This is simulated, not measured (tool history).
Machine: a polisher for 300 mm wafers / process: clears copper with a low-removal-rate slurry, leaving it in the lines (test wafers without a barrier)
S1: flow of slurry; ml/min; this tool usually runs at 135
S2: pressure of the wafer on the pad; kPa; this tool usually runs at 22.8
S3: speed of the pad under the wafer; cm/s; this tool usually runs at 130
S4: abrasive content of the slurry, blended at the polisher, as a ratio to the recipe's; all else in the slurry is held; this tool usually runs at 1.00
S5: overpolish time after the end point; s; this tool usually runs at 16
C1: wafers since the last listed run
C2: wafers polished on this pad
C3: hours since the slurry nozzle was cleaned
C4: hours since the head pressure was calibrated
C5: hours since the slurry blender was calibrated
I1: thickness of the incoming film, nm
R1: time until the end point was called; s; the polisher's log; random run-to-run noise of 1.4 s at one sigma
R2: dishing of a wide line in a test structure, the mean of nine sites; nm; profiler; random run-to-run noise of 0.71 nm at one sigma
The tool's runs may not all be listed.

run 1 hour=0.0 | S1=145 S2=22.8 S3=130 S4=1.00 S5=10 | C1=0 C2=2404 C3=0.5 C4=433.5 C5=56.1 | I1=496.6 | R1=90.9 R2=33.2
run 2 hour=57.3 | S1=145 S2=22.8 S3=130 S4=1.00 S5=10 | C1=555 C2=2959 C3=57.8 C4=490.8 C5=113.4 | I1=489.6 | R1=91.8 R2=34.0
run 3 hour=127.5 | S1=135 S2=22.8 S3=130 S4=1.00 S5=16 | C1=680 C2=3639 C3=128.0 C4=561.0 C5=183.6 | I1=500.4 | R1=95.3 R2=49.5
-- hour=174.3 worn pad replaced by a new one
run 4 hour=174.8 | S1=135 S2=22.8 S3=130 S4=1.00 S5=16 | C1=419 C2=5 C3=175.3 C4=608.3 C5=230.9 | I1=493.4 | R1=91.9 R2=48.4
run 5 hour=236.8 | S1=135 S2=22.8 S3=130 S4=1.00 S5=16 | C1=600 C2=605 C3=237.3 C4=670.3 C5=292.9 | I1=494.0 | R1=89.4 R2=47.6
run 6 hour=272.0 | S1=135 S2=22.8 S3=130 S4=1.00 S5=16 | C1=340 C2=946 C3=272.5 C4=705.5 C5=328.1 | I1=503.5 | R1=93.8 R2=47.9
run 7 hour=343.5 | S1=135 S2=22.8 S3=154 S4=1.00 S5=16 | C1=692 C2=1639 C3=344.0 C4=777.0 C5=399.6 | I1=484.8 | R1=79.1 R2=53.4
-- hour=377.8 slurry blender recalibrated
run 8 hour=403.0 | S1=135 S2=22.8 S3=108 S4=1.00 S5=16 | C1=557 C2=2196 C3=403.5 C4=836.5 C5=25.2 | I1=499.6 | R1=114.0 R2=40.8
run 9 hour=466.6 | S1=135 S2=22.8 S3=108 S4=1.00 S5=16 | C1=616 C2=2812 C3=467.1 C4=900.1 C5=88.8 | I1=501.5 | R1=118.5 R2=40.4
-- hour=504.3 head pressure recalibrated
-- hour=505.3 worn pad replaced by a new one
run 10 hour=506.5 | S1=135 S2=22.8 S3=108 S4=1.00 S5=16 | C1=357 C2=11 C3=507.0 C4=2.2 C5=128.7 | I1=491.3 | R1=117.8 R2=40.4
-- hour=623.4 slurry nozzle cleaned
run 11 hour=711.6 | S1=135 S2=22.8 S3=130 S4=1.20 S5=16 | C1=1977 C2=1989 C3=88.2 C4=207.3 C5=333.8 | I1=505.1 | R1=99.4 R2=45.9
-- hour=718.7 slurry blender recalibrated, repeated, since the last time left the tool worse
run 12 hour=746.6 | S1=135 S2=22.8 S3=130 S4=1.00 S5=16 | C1=319 C2=2308 C3=123.2 C4=242.3 C5=27.9 | I1=488.5 | R1=90.3 R2=48.7
run 13 hour=776.1 | S1=165 S2=15.9 S3=168 S4=1.00 S5=16 | C1=285 C2=2594 C3=152.7 C4=271.8 C5=57.4 | I1=489.7 | R1=98.0 R2=45.4
run 14 hour=837.3 | S1=135 S2=20.7 S3=130 S4=1.00 S5=16 | C1=592 C2=3187 C3=213.9 C4=333.0 C5=118.6 | I1=500.8 | R1=102.5 R2=44.2
-- hour=853.0 worn pad replaced by a new one
run 15 hour=902.1 | S1=135 S2=22.8 S3=130 S4=1.00 S5=16 | C1=588 C2=475 C3=278.7 C4=397.8 C5=183.4 | I1=494.9 | R1=94.6 R2=47.5
run 16 hour=969.7 | S1=135 S2=22.8 S3=130 S4=1.00 S5=16 | C1=654 C2=1130 C3=346.3 C4=465.4 C5=251.0 | I1=493.7 | R1=93.7 R2=48.4
run 17 hour=1015.4 | S1=135 S2=22.8 S3=168 S4=1.00 S5=16 | C1=442 C2=1573 C3=392.0 C4=511.1 C5=296.7 | I1=488.8 | R1=71.5 R2=56.0
run 18 hour=1043.6 | S1=110 S2=29.6 S3=130 S4=1.00 S5=16 | C1=273 C2=1846 C3=420.2 C4=539.3 C5=324.9 | I1=494.8 | R1=77.2 R2=56.6
-- hour=1078.0 slurry blender recalibrated
run 19 hour=1105.0 | S1=135 S2=17.9 S3=94 S4=1.00 S5=16 | C1=575 C2=2421 C3=481.6 C4=600.7 C5=27.0 | I1=503.3 | R1=161.2 R2=30.6
run 20 hour=1170.3 | S1=170 S2=30.3 S3=130 S4=1.00 S5=9 | C1=632 C2=3054 C3=546.9 C4=666.0 C5=92.3 | I1=496.7 | R1=66.1 R2=41.0
run 21 hour=1213.9 | S1=135 S2=18.6 S3=130 S4=1.00 S5=16 | C1=422 C2=3476 C3=590.5 C4=709.6 C5=135.9 | I1=497.5 | R1=116.6 R2=41.2
-- hour=1217.8 slurry nozzle cleaned
-- hour=1228.6 worn pad replaced by a new one
run 22 hour=1266.7 | S1=95 S2=22.8 S3=168 S4=0.75 S5=16 | C1=463 C2=368 C3=48.9 C4=762.4 C5=188.7 | I1=489.2 | R1=78.0 R2=52.7
run 23 hour=1331.3 | S1=135 S2=22.8 S3=108 S4=1.00 S5=16 | C1=625 C2=994 C3=113.5 C4=827.0 C5=253.3 | I1=500.5 | R1=114.4 R2=42.1
-- hour=1353.6 head pressure recalibrated
run 24 hour=1355.4 | S1=135 S2=22.8 S3=130 S4=1.00 S5=16 | C1=214 C2=1208 C3=137.6 C4=1.8 C5=277.4 | I1=502.0 | R1=96.1 R2=48.7
run 25 hour=1415.1 | S1=135 S2=29.6 S3=130 S4=1.15 S5=19 | C1=578 C2=1787 C3=197.3 C4=61.5 C5=337.1 | I1=490.5 | R1=70.4 R2=66.7
-- hour=1455.8 slurry blender recalibrated
run 26 hour=1466.5 | S1=135 S2=22.8 S3=130 S4=1.00 S5=16 | C1=478 C2=2265 C3=248.7 C4=112.9 C5=10.7 | I1=495.8 | R1=90.6 R2=48.9
run 27 hour=1591.0 | S1=150 S2=22.8 S3=130 S4=1.00 S5=24 | C1=1206 C2=3471 C3=373.2 C4=237.4 C5=135.2 | I1=493.0 | R1=88.1 R2=64.6
-- hour=1660.5 worn pad replaced by a new one
run 28 hour=1661.0 | S1=135 S2=22.8 S3=130 S4=1.00 S5=16 | C1=639 C2=5 C3=443.2 C4=307.4 C5=205.2 | I1=491.8 | R1=90.0 R2=48.2

Predict each of these 4 candidate next runs independently; none follows another, all start after run 28:
run A hour=1661.5 | S1=115 S2=22.8 S3=130 S4=1.00 S5=16 | C1=4 C2=10 C3=443.7 C4=307.9 C5=205.7 | I1=494.8 | R1=? R2=?
run B hour=1661.5 | S1=120 S2=22.8 S3=130 S4=0.85 S5=8 | C1=4 C2=10 C3=443.7 C4=307.9 C5=205.7 | I1=494.8 | R1=? R2=?
run C hour=1661.5 | S1=135 S2=19.3 S3=116 S4=1.00 S5=21 | C1=4 C2=10 C3=443.7 C4=307.9 C5=205.7 | I1=494.8 | R1=? R2=?
run D hour=1661.5 | S1=135 S2=22.8 S3=130 S4=1.00 S5=23 | C1=4 C2=10 C3=443.7 C4=307.9 C5=205.7 | I1=494.8 | R1=? R2=?

run=A R1=95.7 R2=47.2
run=B R1=96.9 R2=26.7
run=C R1=122.6 R2=47.4
run=D R1=92.8 R2=61.8
Stripped of hidden state, with their random variation kept, the same runs would have yielded:
run=A R1=95.0 R2=47.4
run=B R1=96.2 R2=26.9
run=C R1=121.7 R2=47.7
run=D R1=92.1 R2=62.1

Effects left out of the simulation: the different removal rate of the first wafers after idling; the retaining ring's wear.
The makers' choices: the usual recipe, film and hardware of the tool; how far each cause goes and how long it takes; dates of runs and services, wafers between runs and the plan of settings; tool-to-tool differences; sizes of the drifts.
